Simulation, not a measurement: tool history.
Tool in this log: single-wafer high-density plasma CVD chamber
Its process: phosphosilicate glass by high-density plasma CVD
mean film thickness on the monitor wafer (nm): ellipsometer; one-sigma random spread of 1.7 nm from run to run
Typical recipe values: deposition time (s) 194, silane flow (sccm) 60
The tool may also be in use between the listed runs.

run	day	deposition time (s)	silane flow (sccm)	wafers since the last listed run	hours since the silane flow controller was replaced	hours since the gauge calibration	read-back reference wafer on the same gauge, thickness_nm	mean film thickness on the monitor wafer (nm)
1	0.000	173	54	0	2153.6	2.3	1129.930	991.162
2	0.646	173	54	171	2169.1	17.8	1129.724	992.759
3	0.958	194	60	82	2176.6	25.3	1130.291	1219.836
4	1.692	194	60	194	2194.2	42.9	1130.302	1219.526
5	2.342	194	64	172	2209.8	58.5	1129.636	1290.438
6	4.133	194	60	475	2252.8	101.5	1130.461	1220.314
7	4.517	194	56	101	2262.0	110.7	1129.828	1150.525
8	5.079	194	56	149	2275.5	124.2	1130.117	1151.351
9	5.467	207	56	102	2284.8	133.5	1129.809	1227.606
10	5.800	194	60	88	2292.8	141.5	1130.231	1223.155
11	6.162	194	60	96	2301.5	150.2	1129.864	1223.658
# day 6.671: silane flow controller replaced
12	6.692	159	60	51	0.5	162.9	1129.680	945.584
# day 6.725: gauge calibrated
13	6.842	162	72	39	4.1	2.8	1129.560	1131.561
14	7.829	216	55	262	27.8	26.5	1130.006	1191.337
15	8.438	177	66	161	42.4	41.1	1130.206	1147.628
16	8.700	194	60	69	48.7	47.4	1130.468	1152.710

Run by run, hidden condition taken away, random variation retained:
What the log doesn't record here: delivered silane flow above the setpoint (%); gauge reads high (%).
run	mean film thickness on the monitor wafer (nm)
1	943.555
2	944.745
3	1160.643
4	1159.886
5	1226.897
6	1159.101
7	1092.586
8	1093.037
9	1165.186
10	1160.752
11	1161.002
12	951.521
13	1138.567
14	1198.034
15	1153.677
16	1158.611
